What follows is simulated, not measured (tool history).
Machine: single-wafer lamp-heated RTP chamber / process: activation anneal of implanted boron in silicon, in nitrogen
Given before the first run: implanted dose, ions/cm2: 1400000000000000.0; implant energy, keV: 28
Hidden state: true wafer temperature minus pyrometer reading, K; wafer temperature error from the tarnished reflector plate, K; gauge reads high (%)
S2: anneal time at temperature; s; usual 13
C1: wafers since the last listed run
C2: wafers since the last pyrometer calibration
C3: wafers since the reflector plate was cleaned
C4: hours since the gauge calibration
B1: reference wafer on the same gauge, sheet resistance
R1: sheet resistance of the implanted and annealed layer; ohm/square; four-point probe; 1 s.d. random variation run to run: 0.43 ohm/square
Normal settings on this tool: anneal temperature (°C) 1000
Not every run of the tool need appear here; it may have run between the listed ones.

Run 1, day 0: usual settings but S2 17 s; C1 0; C2 2887; C3 4031; C4 78.4; B1 74.73. Result: R1 87.84 ohm/square.
At day 0.633: pyrometer window cleaned and pyrometer calibrated.
Run 2, day 0.654: usual settings; C1 116; C2 7; C3 4148; C4 94.1; B1 74.59. Result: R1 88.65 ohm/square.
At day 1.221: reflector plate cleaned.
Run 3, day 2.021: usual settings; C1 376; C2 384; C3 291; C4 126.9; B1 74.28. Result: R1 88.59 ohm/square.
Run 4, day 3.129: usual settings; C1 404; C2 788; C3 696; C4 153.5; B1 74.27. Result: R1 87.9 ohm/square.
Run 5, day 4.342: usual settings; C1 442; C2 1230; C3 1138; C4 182.6; B1 74.26. Result: R1 87.51 ohm/square.
Run 6, day 4.946: usual settings; C1 220; C2 1451; C3 1358; C4 197.1; B1 74.14. Result: R1 87.79 ohm/square.
Run 7, day 6.217: usual settings; C1 463; C2 1914; C3 1822; C4 227.6; B1 74.12. Result: R1 87.57 ohm/square.
Run 8, day 7.596: usual settings; C1 502; C2 2417; C3 2324; C4 260.7; B1 73.91. Result: R1 88.14 ohm/square.
Run 9, day 9.033: usual settings but S2 9 s; C1 524; C2 2941; C3 2849; C4 295.2; B1 74. Result: R1 89.61 ohm/square.
At day 9.579: pyrometer window cleaned and pyrometer calibrated.
Run 10, day 10.388: usual settings; C1 372; C2 294; C3 3221; C4 327.7; B1 73.66. Result: R1 87.52 ohm/square.
Run 11, day 11.254: usual settings but anneal temperature (°C) 1015, S2 7 s; C1 316; C2 610; C3 3537; C4 348.5; B1 73.76. Result: R1 85.63 ohm/square.
At day 12.333: reflector plate cleaned.
Run 12, day 12.354: usual settings but anneal temperature (°C) 1012, S2 18 s; C1 279; C2 890; C3 7; C4 374.9; B1 73.75. Result: R1 84.37 ohm/square.
Run 13, day 13.558: usual settings but anneal temperature (°C) 1018, S2 11 s; C1 439; C2 1329; C3 446; C4 403.8; B1 73.65. Result: R1 84.06 ohm/square.
Run 14, day 14.721: usual settings but anneal temperature (°C) 1026; C1 423; C2 1753; C3 870; C4 431.7; B1 73.71. Result: R1 82.43 ohm/square.
Run 15, day 15.421: usual settings but anneal temperature (°C) 1028, S2 17 s; C1 255; C2 2008; C3 1125; C4 448.5; B1 73.49. Result: R1 81.33 ohm/square.
Run 16, day 16.758: usual settings but S2 9 s; C1 487; C2 2496; C3 1613; C4 480.6; B1 73.68. Result: R1 88.25 ohm/square.
At day 17.804: gauge calibrated.
Run 17, day 18.004: usual settings; C1 454; C2 2950; C3 2067; C4 4.8; B1 75.61. Result: R1 90.03 ohm/square.
Run 18, day 18.817: usual settings but anneal temperature (°C) 1014, S2 19 s; C1 296; C2 3246; C3 2363; C4 24.3; B1 75.49. Result: R1 85.8 ohm/square.
At day 19.912: pyrometer window cleaned and pyrometer calibrated.
Run 19, day 20.138: usual settings but anneal temperature (°C) 974, S2 10 s; C1 360; C2 81; C3 2723; C4 56; B1 75.09. Result: R1 106.83 ohm/square.
Run 20, day 21.383: usual settings but anneal temperature (°C) 991, S2 10 s; C1 454; C2 536; C3 3178; C4 85.9; B1 75.13. Result: R1 94.71 ohm/square.
Run 21, day 22.525: usual settings but anneal temperature (°C) 976, S2 11 s; C1 416; C2 952; C3 3594; C4 113.3; B1 74.89. Result: R1 103.63 ohm/square.
Run 22, day 23.821: usual settings but anneal temperature (°C) 1023, S2 5 s; C1 472; C2 1424; C3 4067; C4 144.4; B1 74.89. Result: R1 86.19 ohm/square.

Hidden state, per run?
true wafer temperature minus pyrometer reading, K: 0, the same for each run
wafer temperature error from the tarnished reflector plate, K: 0, the same for each run
H1: gauge reads high (%)
run       H1
  1    -1.25
  2    -1.37
  3    -1.61
  4    -1.77
  5    -1.92
  6    -1.99
  7    -2.12
  8    -2.23
  9    -2.34
 10    -2.42
 11    -2.46
 12    -2.51
 13    -2.56
 14     -2.6
 15    -2.62
 16    -2.66
 17    0.129
 18  -0.0991
 19   -0.424
 20   -0.686
 21   -0.892
 22    -1.09
